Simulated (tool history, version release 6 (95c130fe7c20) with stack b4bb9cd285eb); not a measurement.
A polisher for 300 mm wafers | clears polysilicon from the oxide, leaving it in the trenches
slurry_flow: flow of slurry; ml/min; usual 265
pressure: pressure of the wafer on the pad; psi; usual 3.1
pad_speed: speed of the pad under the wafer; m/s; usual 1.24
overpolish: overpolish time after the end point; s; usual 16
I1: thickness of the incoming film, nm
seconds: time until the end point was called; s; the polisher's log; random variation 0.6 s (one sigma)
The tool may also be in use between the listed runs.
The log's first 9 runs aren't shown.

Run 10, hour 546.2: usual settings; I1 512. Result: seconds 38.2 s.
At hour 580.7: worn pad replaced by a new one.
Run 11, hour 780.6: usual settings; I1 509.3. Result: seconds 37.5 s.
At hour 802.6: slurry nozzle cleaned.
At hour 821.4: head pressure recalibrated.
Run 12, hour 823.4: usual settings; I1 508. Result: seconds 36 s.
Run 13, hour 1005.8: usual settings but pad_speed 1.1 m/s; I1 506.2. Result: seconds 40.8 s.
Run 14, hour 1053.9: usual settings but slurry_flow 175 ml/min, pressure 2.6 psi; I1 504.3. Result: seconds 46.9 s.
Run 15, hour 1118.7: usual settings but slurry_flow 350 ml/min, overpolish 25 s; I1 508.1. Result: seconds 36.4 s.
Run 16, hour 1213.3: usual settings but slurry_flow 360 ml/min, pressure 2.6 psi, pad_speed 1.06 m/s; I1 512.4. Result: seconds 49.2 s.
At hour 1219.9: worn pad replaced by a new one.
Run 17, hour 1323.1: usual settings but slurry_flow 195 ml/min, pressure 2.3 psi, pad_speed 0.92 m/s; I1 508.7. Result: seconds 72.6 s.
Run 18, hour 1415.8: usual settings but pressure 3.9 psi, pad_speed 1.36 m/s, overpolish 24 s; I1 509.7. Result: seconds 28.8 s.
At hour 1456.9: slurry nozzle cleaned.
Run 19, hour 1505.4: usual settings but slurry_flow 210 ml/min, pressure 3.8 psi, pad_speed 1.06 m/s; I1 519.1. Result: seconds 36 s.
At hour 1516.3: head pressure recalibrated.
Run 20, hour 1588: usual settings but slurry_flow 210 ml/min, pressure 3.8 psi, pad_speed 1.06 m/s; I1 512.6. Result: seconds 36.5 s.
Run 21, hour 1656.5: usual settings but slurry_flow 320 ml/min; I1 513.7. Result: seconds 36.7 s.
Run 22, hour 1704.2: usual settings but slurry_flow 360 ml/min, pressure 2.2 psi; I1 506. Result: seconds 49.2 s.
Run 23, hour 1750.7: usual settings but pad_speed 0.9 m/s, overpolish 10 s; I1 504.8. Result: seconds 51.4 s.
Run 24, hour 1792.2: usual settings but slurry_flow 350 ml/min, pressure 4.1 psi; I1 514.7. Result: seconds 28 s.

Run 25 comes next. What will it give?
Run 25, hour 1833.8: usual settings; I1 502.9. Result: seconds ?.

{"run 25": {"seconds": 37.4}}
Without the tool's hidden state the same run would have given seconds 35.9 s.

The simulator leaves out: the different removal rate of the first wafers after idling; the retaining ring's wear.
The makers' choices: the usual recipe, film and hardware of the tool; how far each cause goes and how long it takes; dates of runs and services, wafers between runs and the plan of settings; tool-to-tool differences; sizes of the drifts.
